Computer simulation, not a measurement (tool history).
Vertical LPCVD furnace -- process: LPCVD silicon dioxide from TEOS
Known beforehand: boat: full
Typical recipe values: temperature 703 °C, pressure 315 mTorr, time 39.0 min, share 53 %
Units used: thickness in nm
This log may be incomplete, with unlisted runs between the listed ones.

run    hour  temperature  pressure  time  share  read-back reference wafer on the same gauge, thickness  thickness
  1     0.0          703       315  39.0     53                                                  261.53     298.53
  2    24.5          703       315  39.0     57                                                  261.65     310.53
  3    74.2          703       315  39.0     57                                                  261.91     310.11
  4   107.8          703       315  39.0     61                                                  262.04     319.68
  5   139.6          703       315  39.0     61                                                  262.03     319.86
  6   174.7          703       355  48.5     53                                                  262.35     394.31
  7   241.7          703       355  48.5     53                                                  261.90     392.85
  8   273.8          703       315  39.0     53                                                  261.81     297.03
      340.3  -- pressure gauge zeroed
      388.2  -- thermocouples replaced and temperature profile calibrated
  9   441.2          703       315  39.0     53                                                  261.74     286.25
 10   484.3          703       315  39.0     53                                                  261.70     287.45
 11   556.1          703       315  39.0     53                                                  261.85     286.88
      602.6  -- gauge calibrated
 12   615.5          703       315  39.0     53                                                  262.20     285.37
 13   653.2          703       315  39.0     53                                                  261.90     289.48
 14   710.2          691       350  46.0     56                                                  261.89     278.64
 15   736.1          703       315  39.0     53                                                  261.81     289.90
 16   794.7          703       250  35.0     53                                                  261.70     231.32
 17   823.8          712       315  39.0     53                                                  262.09     356.83
 18   882.9          703       315  30.5     50                                                  262.08     220.21
 19   950.6          703       250  44.0     53                                                  262.08     293.05
 20   984.6          693       315  39.0     53                                                  262.16     229.52
 21  1033.1          693       315  33.5     58                                                  261.97     208.11
 22  1060.4          709       350  33.5     53                                                  262.11     302.33
 23  1109.8          703       315  39.0     53                                                  262.16     292.08
     1135.3  -- TEOS flow controller replaced
 24  1170.7          703       315  39.0     53                                                  261.69     291.90
 25  1213.2          703       315  39.0     53                                                  261.96     294.89
 26  1247.4          703       315  51.0     45                                                  261.85     352.96
 27  1276.5          703       285  39.0     53                                                  261.67     278.51
 28  1343.6          693       315  39.0     45                                                  261.65     214.03
 29  1396.4          703       315  39.0     60                                                  262.06     312.80
 30  1458.4          692       315  53.5     53                                                  261.89     312.33
 31  1504.8          697       365  54.5     47                                                  261.96     361.25

4 ways to go on from here, each from the tool as it stands after run 31. What would each give?
  A  1509.0          703       315  39.0     53                                                       ?          ?
  B  1509.0          703       340  39.0     53                                                       ?          ?
  C  1509.0          699       315  39.0     63                                                       ?          ?
  D  1509.0          703       315  32.5     53                                                       ?          ?

run  read-back reference wafer on the same gauge, thickness  thickness
  A                                                  261.93     295.60
  B                                                  261.93     307.11
  C                                                  261.93     293.80
  D                                                  261.93     246.33
With no hidden state in the tool, these same runs would have given:
run  thickness
  A     285.40
  B     296.51
  C     283.57
  D     237.83

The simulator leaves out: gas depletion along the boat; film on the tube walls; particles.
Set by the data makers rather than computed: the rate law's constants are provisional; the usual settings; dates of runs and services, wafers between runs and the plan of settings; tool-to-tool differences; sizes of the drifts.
